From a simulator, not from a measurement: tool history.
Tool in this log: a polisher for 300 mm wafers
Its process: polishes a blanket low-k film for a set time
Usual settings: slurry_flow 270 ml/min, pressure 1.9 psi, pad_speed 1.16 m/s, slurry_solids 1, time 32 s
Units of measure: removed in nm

run,day,slurry_flow,pressure,pad_speed,slurry_solids,time,wafers since the last listed run,wafers polished on this pad,hours since the slurry nozzle was cleaned,hours since the head pressure was calibrated,hours since the slurry blender was calibrated,hours since the conditioning disc was replaced,"incoming thickness of the incoming film, nm",removed
1,0,270,1.6,1.16,1,32,0,1171,349.2,1093.5,103.4,56.9,322.5,14
# day 0.767: worn pad replaced by a new one
2,0.788,270,1.6,1.16,1,32,190,6,368.1,1112.4,122.3,75.8,328.4,13.3
# day 1.354: slurry blender recalibrated
3,1.375,335,1.9,1.16,1,36,154,160,382.2,1126.5,0.5,89.9,328.2,17.1
4,1.575,335,1.9,1.16,1,36,61,221,387,1131.3,5.3,94.7,330.1,17.2
5,2.029,270,1.9,1.16,1,32,139,360,397.9,1142.2,16.2,105.6,324.4,14.9
6,2.525,270,1.9,1.16,1,32,151,512,409.8,1154.1,28.1,117.5,327.8,14.8
7,3.067,270,1.9,1.16,0.9,35,165,678,422.8,1167.1,41.1,130.5,325.2,15.7
8,3.679,270,1.9,1.16,1,32,187,866,437.5,1181.8,55.8,145.2,326.1,14.6
9,3.971,270,1.9,1.16,1,32,89,955,444.5,1188.8,62.8,152.2,332.2,14.4
# day 4.458: conditioning disc replaced and pad reconditioned
10,4.479,270,1.9,1.16,1,32,130,1085,456.7,1201,75,0.5,330.5,15.5
11,4.971,270,1.9,1.16,1,32,150,1236,468.5,1212.8,86.8,12.3,334.8,15.1
12,5.279,270,1.9,1.16,1,32,94,1330,475.9,1220.2,94.2,19.7,331.4,15.3
# day 5.662: worn pad replaced by a new one
13,5.917,270,1.9,1.16,1,32,144,77,491.2,1235.5,109.5,35,331.8,15
# day 6.692: slurry blender recalibrated
14,7.512,270,1.9,1.3,1,43,463,541,529.5,1273.8,19.7,73.3,329.1,21.6
15,8.112,305,2.5,0.9,0.85,32,183,724,543.9,1288.2,34.1,87.7,328.7,13.9
16,8.683,315,1.2,1.48,0.9,32,174,899,557.6,1301.9,47.8,101.4,328.9,13.8
# day 9.062: slurry nozzle cleaned
17,9.229,270,1.9,1.16,1.1,32,154,1054,4,1315,60.9,114.5,332.7,15.2
# day 9.792: head pressure recalibrated
18,9.812,270,1.9,1.16,1,32,153,1207,18,0.5,74.9,128.5,331.1,14.7
19,10.479,270,1.9,1.16,1,32,204,1411,34,16.5,90.9,144.5,328.9,14.2
20,10.808,270,1.9,0.98,1.15,32,100,1512,41.9,24.4,98.8,152.4,325.1,13.3
# day 11.117: worn pad replaced by a new one
# day 11.433: conditioning disc replaced and pad reconditioned
21,11.454,195,1.9,1.16,1,32,121,77,57.4,39.9,114.3,0.5,330.1,14.6

Forecast run 22:
# day 11.575: slurry blender recalibrated
22,11.979,305,1.9,1.16,1.25,32,135,212,70,52.5,9.7,13.1,330.6,?

{"run 22": {"removed": 16.5}}
Minus the tool's unlogged condition, the same run would have read removed 16.6 nm.
